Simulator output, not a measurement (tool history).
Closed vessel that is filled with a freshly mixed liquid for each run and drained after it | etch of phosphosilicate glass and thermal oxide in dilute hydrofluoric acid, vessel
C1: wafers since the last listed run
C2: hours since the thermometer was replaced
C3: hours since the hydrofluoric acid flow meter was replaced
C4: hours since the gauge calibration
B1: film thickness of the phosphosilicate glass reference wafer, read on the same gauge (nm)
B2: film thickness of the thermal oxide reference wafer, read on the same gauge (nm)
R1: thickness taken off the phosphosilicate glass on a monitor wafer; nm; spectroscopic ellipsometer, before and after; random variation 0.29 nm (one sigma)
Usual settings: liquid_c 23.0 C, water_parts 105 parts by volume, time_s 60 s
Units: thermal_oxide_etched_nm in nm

{"run": 1, "hour": 0.0, "liquid_c": 23.0, "water_parts": 105, "time_s": 60, "C1": 0, "C2": 2418.1, "C3": 1641.4, "C4": 140.0, "B1": 140.0, "B2": 139.976, "R1": 70.96, "thermal_oxide_etched_nm": 2.369}
{"run": 2, "hour": 29.5, "liquid_c": 23.0, "water_parts": 105, "time_s": 60, "C1": 2272, "C2": 2447.6, "C3": 1670.9, "C4": 169.5, "B1": 139.99, "B2": 140.014, "R1": 70.36, "thermal_oxide_etched_nm": 2.368}
{"run": 3, "hour": 57.0, "liquid_c": 23.0, "water_parts": 105, "time_s": 60, "C1": 2118, "C2": 2475.1, "C3": 1698.4, "C4": 197.0, "B1": 140.01, "B2": 140.002, "R1": 70.53, "thermal_oxide_etched_nm": 2.352}
{"run": 4, "hour": 77.1, "liquid_c": 23.0, "water_parts": 105, "time_s": 60, "C1": 1548, "C2": 2495.2, "C3": 1718.5, "C4": 217.1, "B1": 140.02, "B2": 140.02, "R1": 70.27, "thermal_oxide_etched_nm": 2.378}
{"run": 5, "hour": 92.3, "liquid_c": 23.0, "water_parts": 105, "time_s": 60, "C1": 1170, "C2": 2510.4, "C3": 1733.7, "C4": 232.3, "B1": 140.0, "B2": 139.975, "R1": 70.61, "thermal_oxide_etched_nm": 2.33}
{"run": 6, "hour": 105.7, "liquid_c": 23.0, "water_parts": 105, "time_s": 60, "C1": 1032, "C2": 2523.8, "C3": 1747.1, "C4": 245.7, "B1": 140.01, "B2": 140.004, "R1": 70.73, "thermal_oxide_etched_nm": 2.382}
{"hour": 138.8, "done": "hydrofluoric acid flow meter replaced"}
{"run": 7, "hour": 139.9, "liquid_c": 23.0, "water_parts": 105, "time_s": 60, "C1": 2557, "C2": 2558.0, "C3": 1.1, "C4": 279.9, "B1": 140.04, "B2": 140.029, "R1": 70.56, "thermal_oxide_etched_nm": 2.359}
{"run": 8, "hour": 160.6, "liquid_c": 23.0, "water_parts": 105, "time_s": 60, "C1": 1594, "C2": 2578.7, "C3": 21.8, "C4": 300.6, "B1": 140.01, "B2": 139.966, "R1": 70.92, "thermal_oxide_etched_nm": 2.349}
{"hour": 161.3, "done": "gauge calibrated"}
{"run": 9, "hour": 176.6, "liquid_c": 23.0, "water_parts": 120, "time_s": 60, "C1": 1232, "C2": 2594.7, "C3": 37.8, "C4": 15.3, "B1": 140.01, "B2": 139.987, "R1": 60.32, "thermal_oxide_etched_nm": 2.002}
{"run": 10, "hour": 198.3, "liquid_c": 23.0, "water_parts": 120, "time_s": 60, "C1": 1671, "C2": 2616.4, "C3": 59.5, "C4": 37.0, "B1": 140.02, "B2": 140.011, "R1": 60.87, "thermal_oxide_etched_nm": 2.008}
{"run": 11, "hour": 216.0, "liquid_c": 21.0, "water_parts": 150, "time_s": 50, "C1": 1363, "C2": 2634.1, "C3": 77.2, "C4": 54.7, "B1": 140.0, "B2": 139.998, "R1": 36.22, "thermal_oxide_etched_nm": 1.21}
{"run": 12, "hour": 232.3, "liquid_c": 28.0, "water_parts": 105, "time_s": 60, "C1": 1255, "C2": 2650.4, "C3": 93.5, "C4": 71.0, "B1": 139.98, "B2": 139.953, "R1": 85.61, "thermal_oxide_etched_nm": 2.884}
{"run": 13, "hour": 258.4, "liquid_c": 23.0, "water_parts": 75, "time_s": 40, "C1": 2010, "C2": 2676.5, "C3": 119.6, "C4": 97.1, "B1": 139.98, "B2": 139.974, "R1": 68.04, "thermal_oxide_etched_nm": 2.291}
{"run": 14, "hour": 270.8, "liquid_c": 23.0, "water_parts": 105, "time_s": 60, "C1": 955, "C2": 2688.9, "C3": 132.0, "C4": 109.5, "B1": 140.02, "B2": 140.005, "R1": 70.76, "thermal_oxide_etched_nm": 2.316}
{"run": 15, "hour": 293.1, "liquid_c": 27.5, "water_parts": 60, "time_s": 70, "C1": 1717, "C2": 2711.2, "C3": 154.3, "C4": 131.8, "B1": 140.01, "B2": 139.937, "R1": 182.55, "thermal_oxide_etched_nm": 6.076}
{"hour": 296.0, "done": "thermometer replaced"}
{"run": 16, "hour": 314.1, "liquid_c": 23.0, "water_parts": 105, "time_s": 60, "C1": 1540, "C2": 18.1, "C3": 175.3, "C4": 152.8, "B1": 140.02, "B2": 140.024, "R1": 70.48, "thermal_oxide_etched_nm": 2.387}
{"run": 17, "hour": 337.9, "liquid_c": 24.5, "water_parts": 105, "time_s": 70, "C1": 1833, "C2": 41.9, "C3": 199.1, "C4": 176.6, "B1": 139.98, "B2": 139.986, "R1": 87.59, "thermal_oxide_etched_nm": 2.88}
{"run": 18, "hour": 353.9, "liquid_c": 20.0, "water_parts": 85, "time_s": 95, "C1": 1232, "C2": 57.9, "C3": 215.1, "C4": 192.6, "B1": 140.02, "B2": 140.022, "R1": 124.75, "thermal_oxide_etched_nm": 4.184}
{"run": 19, "hour": 369.1, "liquid_c": 27.0, "water_parts": 125, "time_s": 60, "C1": 1170, "C2": 73.1, "C3": 230.3, "C4": 207.8, "B1": 139.97, "B2": 140.006, "R1": 67.79, "thermal_oxide_etched_nm": 2.276}
{"run": 20, "hour": 385.8, "liquid_c": 19.0, "water_parts": 105, "time_s": 60, "C1": 1286, "C2": 89.8, "C3": 247.0, "C4": 224.5, "B1": 139.99, "B2": 140.0, "R1": 60.21, "thermal_oxide_etched_nm": 2.029}

4 ways to go on from here, each from the tool as it stands after run 20. What would each give?
{"run": "A", "hour": 386.5, "liquid_c": 23.0, "water_parts": 145, "time_s": 60, "C1": 53, "C2": 90.5, "C3": 247.7, "C4": 225.2, "B1": "?", "B2": "?", "R1": "?", "thermal_oxide_etched_nm": "?"}
{"run": "B", "hour": 386.5, "liquid_c": 25.0, "water_parts": 105, "time_s": 60, "C1": 53, "C2": 90.5, "C3": 247.7, "C4": 225.2, "B1": "?", "B2": "?", "R1": "?", "thermal_oxide_etched_nm": "?"}
{"run": "C", "hour": 386.5, "liquid_c": 21.0, "water_parts": 105, "time_s": 50, "C1": 53, "C2": 90.5, "C3": 247.7, "C4": 225.2, "B1": "?", "B2": "?", "R1": "?", "thermal_oxide_etched_nm": "?"}
{"run": "D", "hour": 386.5, "liquid_c": 23.0, "water_parts": 75, "time_s": 60, "C1": 53, "C2": 90.5, "C3": 247.7, "C4": 225.2, "B1": "?", "B2": "?", "R1": "?", "thermal_oxide_etched_nm": "?"}

run=A B1=139.97 B2=140.019 R1=48.60 thermal_oxide_etched_nm=1.636
run=B B1=139.97 B2=140.019 R1=76.07 thermal_oxide_etched_nm=2.561
run=C B1=139.97 B2=140.019 R1=54.05 thermal_oxide_etched_nm=1.820
run=D B1=139.97 B2=140.019 R1=102.07 thermal_oxide_etched_nm=3.437
Without the tool's hidden state the same runs would have given:
run=A R1=48.60 thermal_oxide_etched_nm=1.636
run=B R1=76.07 thermal_oxide_etched_nm=2.561
run=C R1=54.05 thermal_oxide_etched_nm=1.820
run=D R1=102.07 thermal_oxide_etched_nm=3.437

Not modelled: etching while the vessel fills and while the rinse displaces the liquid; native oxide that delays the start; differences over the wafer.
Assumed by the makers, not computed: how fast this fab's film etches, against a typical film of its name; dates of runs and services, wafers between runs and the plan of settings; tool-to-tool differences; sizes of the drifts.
